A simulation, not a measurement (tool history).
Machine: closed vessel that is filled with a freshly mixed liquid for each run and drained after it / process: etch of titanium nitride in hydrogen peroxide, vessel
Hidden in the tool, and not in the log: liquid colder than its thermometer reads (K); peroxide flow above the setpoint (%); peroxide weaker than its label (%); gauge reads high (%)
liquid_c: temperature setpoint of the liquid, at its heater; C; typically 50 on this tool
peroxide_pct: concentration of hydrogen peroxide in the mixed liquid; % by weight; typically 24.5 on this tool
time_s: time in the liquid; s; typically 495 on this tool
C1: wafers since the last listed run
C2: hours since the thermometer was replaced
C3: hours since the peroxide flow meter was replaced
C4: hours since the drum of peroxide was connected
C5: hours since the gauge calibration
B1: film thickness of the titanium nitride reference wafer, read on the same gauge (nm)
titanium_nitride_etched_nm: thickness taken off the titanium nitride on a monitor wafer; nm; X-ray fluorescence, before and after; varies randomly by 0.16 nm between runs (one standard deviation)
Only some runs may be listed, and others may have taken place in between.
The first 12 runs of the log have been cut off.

{"run": 13, "hour": 706.4, "liquid_c": 50, "peroxide_pct": 24.5, "time_s": 495, "C1": 4948, "C2": 1893.7, "C3": 1298.3, "C4": 124.9, "C5": 408.8, "B1": 89.99, "titanium_nitride_etched_nm": 14.86}
{"run": 14, "hour": 773.0, "liquid_c": 50, "peroxide_pct": 24.5, "time_s": 745, "C1": 4782, "C2": 1960.3, "C3": 1364.9, "C4": 191.5, "C5": 475.4, "B1": 90.02, "titanium_nitride_etched_nm": 22.54}
{"run": 15, "hour": 817.8, "liquid_c": 44.5, "peroxide_pct": 30, "time_s": 745, "C1": 3217, "C2": 2005.1, "C3": 1409.7, "C4": 236.3, "C5": 520.2, "B1": 90.01, "titanium_nitride_etched_nm": 15.61}
{"run": 16, "hour": 877.1, "liquid_c": 50, "peroxide_pct": 24.5, "time_s": 495, "C1": 4258, "C2": 2064.4, "C3": 1469, "C4": 295.6, "C5": 579.5, "B1": 90, "titanium_nitride_etched_nm": 14.96}
{"run": 17, "hour": 911.1, "liquid_c": 44.5, "peroxide_pct": 24.5, "time_s": 595, "C1": 2441, "C2": 2098.4, "C3": 1503, "C4": 329.6, "C5": 613.5, "B1": 90.02, "titanium_nitride_etched_nm": 11.59}
{"hour": 938.8, "done": "new drum of peroxide connected"}
{"hour": 953.6, "done": "thermometer replaced"}
{"run": 18, "hour": 958.9, "liquid_c": 53, "peroxide_pct": 24.5, "time_s": 495, "C1": 3289, "C2": 5.3, "C3": 1550.8, "C4": 20.1, "C5": 661.3, "B1": 90.01, "titanium_nitride_etched_nm": 19.92}
{"hour": 982.1, "done": "peroxide flow meter replaced"}
{"run": 19, "hour": 1001.4, "liquid_c": 46, "peroxide_pct": 24.5, "time_s": 575, "C1": 2980, "C2": 47.8, "C3": 19.3, "C4": 62.6, "C5": 703.8, "B1": 89.99, "titanium_nitride_etched_nm": 13.79}
{"run": 20, "hour": 1063.6, "liquid_c": 50, "peroxide_pct": 24.5, "time_s": 495, "C1": 4466, "C2": 110, "C3": 81.5, "C4": 124.8, "C5": 766, "B1": 89.99, "titanium_nitride_etched_nm": 16.03}
{"run": 21, "hour": 1111.5, "liquid_c": 50, "peroxide_pct": 24.5, "time_s": 730, "C1": 3439, "C2": 157.9, "C3": 129.4, "C4": 172.7, "C5": 813.9, "B1": 90.02, "titanium_nitride_etched_nm": 22.94}
{"run": 22, "hour": 1152.2, "liquid_c": 46.5, "peroxide_pct": 30, "time_s": 660, "C1": 2922, "C2": 198.6, "C3": 170.1, "C4": 213.4, "C5": 854.6, "B1": 89.99, "titanium_nitride_etched_nm": 17.09}
{"run": 23, "hour": 1192.9, "liquid_c": 60, "peroxide_pct": 29.5, "time_s": 360, "C1": 2922, "C2": 239.3, "C3": 210.8, "C4": 254.1, "C5": 895.3, "B1": 90.02, "titanium_nitride_etched_nm": 24.04}
{"run": 24, "hour": 1240.1, "liquid_c": 45.5, "peroxide_pct": 30, "time_s": 385, "C1": 3389, "C2": 286.5, "C3": 258, "C4": 301.3, "C5": 942.5, "B1": 90, "titanium_nitride_etched_nm": 9.26}
{"run": 25, "hour": 1305.1, "liquid_c": 47.5, "peroxide_pct": 30, "time_s": 660, "C1": 4668, "C2": 351.5, "C3": 323, "C4": 366.3, "C5": 1007.5, "B1": 89.99, "titanium_nitride_etched_nm": 18.15}
{"hour": 1308.9, "done": "new drum of peroxide connected"}
{"run": 26, "hour": 1343.7, "liquid_c": 50, "peroxide_pct": 22, "time_s": 495, "C1": 2700, "C2": 390.1, "C3": 361.6, "C4": 34.8, "C5": 1046.1, "B1": 90.03, "titanium_nitride_etched_nm": 15.78}
{"run": 27, "hour": 1380.7, "liquid_c": 44.5, "peroxide_pct": 29, "time_s": 405, "C1": 2657, "C2": 427.1, "C3": 398.6, "C4": 71.8, "C5": 1083.1, "B1": 90.02, "titanium_nitride_etched_nm": 8.83}
{"run": 28, "hour": 1446.4, "liquid_c": 58, "peroxide_pct": 24.5, "time_s": 495, "C1": 4718, "C2": 492.8, "C3": 464.3, "C4": 137.5, "C5": 1148.8, "B1": 90.01, "titanium_nitride_etched_nm": 28.06}
{"run": 29, "hour": 1471.6, "liquid_c": 57.5, "peroxide_pct": 24.5, "time_s": 245, "C1": 1809, "C2": 518, "C3": 489.5, "C4": 162.7, "C5": 1174, "B1": 90.04, "titanium_nitride_etched_nm": 13.1}
{"run": 30, "hour": 1505.7, "liquid_c": 50, "peroxide_pct": 17.5, "time_s": 325, "C1": 2448, "C2": 552.1, "C3": 523.6, "C4": 196.8, "C5": 1208.1, "B1": 90.01, "titanium_nitride_etched_nm": 9.62}

3 ways to go on from here, each from the tool as it stands after run 30. What would each give?
{"run": "A", "hour": 1506.5, "liquid_c": 50, "peroxide_pct": 24.5, "time_s": 495, "C1": 57, "C2": 552.9, "C3": 524.4, "C4": 197.6, "C5": 1208.9, "B1": "?", "titanium_nitride_etched_nm": "?"}
{"run": "B", "hour": 1506.5, "liquid_c": 50, "peroxide_pct": 18.5, "time_s": 495, "C1": 57, "C2": 552.9, "C3": 524.4, "C4": 197.6, "C5": 1208.9, "B1": "?", "titanium_nitride_etched_nm": "?"}
{"run": "C", "hour": 1506.5, "liquid_c": 47, "peroxide_pct": 20, "time_s": 335, "C1": 57, "C2": 552.9, "C3": 524.4, "C4": 197.6, "C5": 1208.9, "B1": "?", "titanium_nitride_etched_nm": "?"}

run=A B1=90.01 titanium_nitride_etched_nm=15.76
run=B B1=90.01 titanium_nitride_etched_nm=14.84
run=C B1=90.01 titanium_nitride_etched_nm=8.2
Without the tool's hidden state the same runs would have given:
run=A titanium_nitride_etched_nm=16.19
run=B titanium_nitride_etched_nm=15.24
run=C titanium_nitride_etched_nm=8.43

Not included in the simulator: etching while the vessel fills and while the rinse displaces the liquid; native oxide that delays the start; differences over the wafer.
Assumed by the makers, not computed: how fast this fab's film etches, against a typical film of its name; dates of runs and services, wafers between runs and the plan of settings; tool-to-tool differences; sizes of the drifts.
